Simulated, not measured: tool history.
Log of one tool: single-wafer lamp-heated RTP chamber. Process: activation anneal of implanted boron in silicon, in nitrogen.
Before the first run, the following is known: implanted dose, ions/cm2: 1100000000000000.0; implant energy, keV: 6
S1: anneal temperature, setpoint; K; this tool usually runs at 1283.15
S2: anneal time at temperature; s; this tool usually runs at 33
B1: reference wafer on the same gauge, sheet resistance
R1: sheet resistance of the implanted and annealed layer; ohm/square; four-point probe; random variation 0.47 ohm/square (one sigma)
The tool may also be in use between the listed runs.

run,hour,S1,S2,B1,R1
1,0,1283.15,33,109.03,128.8
2,15.9,1283.15,33,108.93,128.22
3,32.7,1283.15,33,109.07,128.76
4,42.4,1283.15,33,108.97,128.93
# hour 61.5: reflector plate cleaned
5,62,1283.15,33,108.92,129.2
6,68.3,1283.15,33,108.97,127.63
7,78.3,1283.15,33,109,128.66
8,89.9,1283.15,33,108.93,129.23
9,99.1,1283.15,33,109.22,128.83
10,108.5,1283.15,33,109,128.15
11,125.1,1283.15,33,109.07,128.02
12,140.2,1283.15,33,109.12,128.81
# hour 151.6: pyrometer window cleaned and pyrometer calibrated
13,152.1,1301.15,33,108.98,117.85
14,163.1,1283.15,33,108.98,126.17
15,196.7,1283.15,33,109.07,126.73
16,204.3,1254.15,33,109.03,140.85
17,211.2,1283.15,24,108.85,129.71
18,217.5,1300.15,45,108.99,114.25
19,233.6,1256.15,19,108.98,146.23
20,247.4,1264.15,49,109.05,130.42
# hour 248.4: gauge calibrated
21,254.1,1270.15,18,108.96,138.47
22,270.9,1300.15,45,108.91,113.59
23,287.6,1267.15,33,108.88,132.75
# hour 301.9: pyrometer window cleaned and pyrometer calibrated, repeated, since the last time left the tool worse
24,302.4,1283.15,33,109.02,130.89
25,310.1,1273.15,14,109.08,143.96
26,327.9,1283.15,33,108.91,131.18
27,342.1,1297.15,15,108.94,132.18

For run 28, what comes out?
28,357.2,1283.15,33,?,?

{"run 28": {"B1": 109.12, "R1": 130.96}}
Take away the tool's hidden state, keep the run-to-run variation as it was, and the same run would have given R1 131.7 ohm/square.
